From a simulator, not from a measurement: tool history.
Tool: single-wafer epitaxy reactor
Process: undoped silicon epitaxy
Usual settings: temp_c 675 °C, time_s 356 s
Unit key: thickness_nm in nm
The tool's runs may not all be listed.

| run | hour | temp_c | time_s | wafers since the last listed run | hours since the last pyrometer calibration | hours since the gauge calibration | read-back reference wafer on the same gauge, thickness_nm | thickness_nm |
|---|---|---|---|---|---|---|---|---|
| 1 | 0.0 | 667 | 356 | 0 | 1099.9 | 75.8 | 90.017 | 86.286 |
| 2 | 23.6 | 667 | 356 | 138 | 1123.5 | 99.4 | 89.753 | 86.252 |
| 3 | 70.3 | 667 | 356 | 274 | 1170.2 | 146.1 | 89.777 | 86.246 |
| 4 | 104.6 | 675 | 356 | 201 | 1204.5 | 180.4 | 89.675 | 99.246 |
| 5 | 125.1 | 675 | 356 | 120 | 1225.0 | 200.9 | 89.615 | 99.384 |
| 6 | 155.6 | 675 | 356 | 179 | 1255.5 | 231.4 | 89.711 | 99.137 |
| 7 | 261.5 | 675 | 400 | 621 | 1361.4 | 337.3 | 89.312 | 111.274 |
| 8 | 292.3 | 675 | 400 | 180 | 1392.2 | 368.1 | 89.380 | 111.669 |
| 9 | 304.9 | 675 | 400 | 73 | 1404.8 | 380.7 | 89.311 | 111.633 |
| 10 | 329.6 | 675 | 356 | 144 | 1429.5 | 405.4 | 89.247 | 98.792 |
| 11 | 395.1 | 675 | 321 | 384 | 1495.0 | 470.9 | 88.980 | 89.305 |
| 12 | 425.0 | 675 | 321 | 175 | 1524.9 | 500.8 | 88.889 | 89.419 |
| 13 | 452.2 | 683 | 326 | 159 | 1552.1 | 528.0 | 88.946 | 104.817 |
| 14 | 467.5 | 683 | 326 | 89 | 1567.4 | 543.3 | 88.767 | 104.678 |
| 15 | 494.9 | 683 | 326 | 160 | 1594.8 | 570.7 | 88.829 | 104.604 |
| 16 | 514.0 | 675 | 356 | 112 | 1613.9 | 589.8 | 88.763 | 98.786 |
| 17 | 540.3 | 665 | 356 | 154 | 1640.2 | 616.1 | 88.692 | 81.917 |
| 18 | 574.8 | 675 | 404 | 202 | 1674.7 | 650.6 | 88.718 | 111.475 |
| 19 | 586.8 | 675 | 404 | 70 | 1686.7 | 662.6 | 88.572 | 111.743 |
| 20 | 601.6 | 675 | 356 | 86 | 1701.5 | 677.4 | 88.730 | 98.426 |
| 21 | 617.1 | 681 | 356 | 90 | 1717.0 | 692.9 | 88.691 | 109.451 |
| 22 | 638.6 | 681 | 356 | 126 | 1738.5 | 714.4 | 88.515 | 109.396 |
| 23 | 686.8 | 684 | 356 | 282 | 1786.7 | 762.6 | 88.482 | 115.884 |
| 24 | 700.2 | 675 | 356 | 78 | 1800.1 | 776.0 | 88.422 | 98.317 |
| 25 | 718.4 | 680 | 309 | 106 | 1818.3 | 794.2 | 88.458 | 93.409 |
| 26 | 745.6 | 684 | 395 | 159 | 1845.5 | 821.4 | 88.298 | 127.880 |
| 27 | 777.6 | 663 | 408 | 187 | 1877.5 | 853.4 | 88.237 | 90.205 |
| 28 | 794.5 | 675 | 356 | 99 | 1894.4 | 870.3 | 88.207 | 97.866 |
| 29 | 807.5 | 669 | 304 | 76 | 1907.4 | 883.3 | 88.202 | 75.246 |
| 30 | 841.7 | 675 | 356 | 200 | 1941.6 | 917.5 | 88.191 | 97.808 |
|  | 854.8 | gauge calibrated |
| 31 | 870.0 | 671 | 308 | 166 | 1969.9 | 15.2 | 89.763 | 80.402 |
| 32 | 883.3 | 663 | 397 | 78 | 1983.2 | 28.5 | 89.765 | 89.203 |
| 33 | 920.5 | 675 | 356 | 218 | 2020.4 | 65.7 | 89.724 | 99.633 |
|  | 950.4 | pyrometer calibrated |
| 34 | 950.9 | 682 | 412 | 131 | 0.5 | 96.1 | 89.751 | 130.571 |
| 35 | 977.9 | 675 | 356 | 158 | 27.5 | 123.1 | 89.625 | 99.540 |
| 36 | 995.5 | 675 | 422 | 103 | 45.1 | 140.7 | 89.468 | 117.998 |
| 37 | 1007.5 | 686 | 396 | 70 | 57.1 | 152.7 | 89.594 | 134.479 |
| 38 | 1031.3 | 675 | 356 | 139 | 80.9 | 176.5 | 89.504 | 99.181 |
| 39 | 1049.7 | 668 | 312 | 108 | 99.3 | 194.9 | 89.451 | 76.390 |
| 40 | 1066.3 | 662 | 289 | 97 | 115.9 | 211.5 | 89.350 | 63.587 |
| 41 | 1091.4 | 675 | 356 | 147 | 141.0 | 236.6 | 89.414 | 99.407 |
| 42 | 1114.0 | 675 | 356 | 132 | 163.6 | 259.2 | 89.338 | 98.945 |
| 43 | 1132.6 | 675 | 418 | 109 | 182.2 | 277.8 | 89.219 | 116.443 |
| 44 | 1232.7 | 663 | 330 | 587 | 282.3 | 377.9 | 89.036 | 73.641 |
| 45 | 1247.0 | 669 | 356 | 83 | 296.6 | 392.2 | 89.035 | 88.796 |
| 46 | 1318.8 | 664 | 356 | 421 | 368.4 | 464.0 | 88.902 | 81.113 |
| 47 | 1345.2 | 675 | 409 | 154 | 394.8 | 490.4 | 88.873 | 113.377 |

Forecast each of these 3 alternatives for the next run:
| A | 1345.7 | 660 | 356 | 2 | 395.3 | 490.9 | ? | ? |
| B | 1345.7 | 684 | 414 | 2 | 395.3 | 490.9 | ? | ? |
| C | 1345.7 | 667 | 297 | 2 | 395.3 | 490.9 | ? | ? |

| run | read-back reference wafer on the same gauge, thickness_nm | thickness_nm |
|---|---|---|
| A | 88.700 | 74.824 |
| B | 88.700 | 134.934 |
| C | 88.700 | 71.089 |
With no hidden state in the tool, these same runs would have given:
| run | thickness_nm |
|---|---|
| A | 75.638 |
| B | 136.403 |
| C | 71.863 |
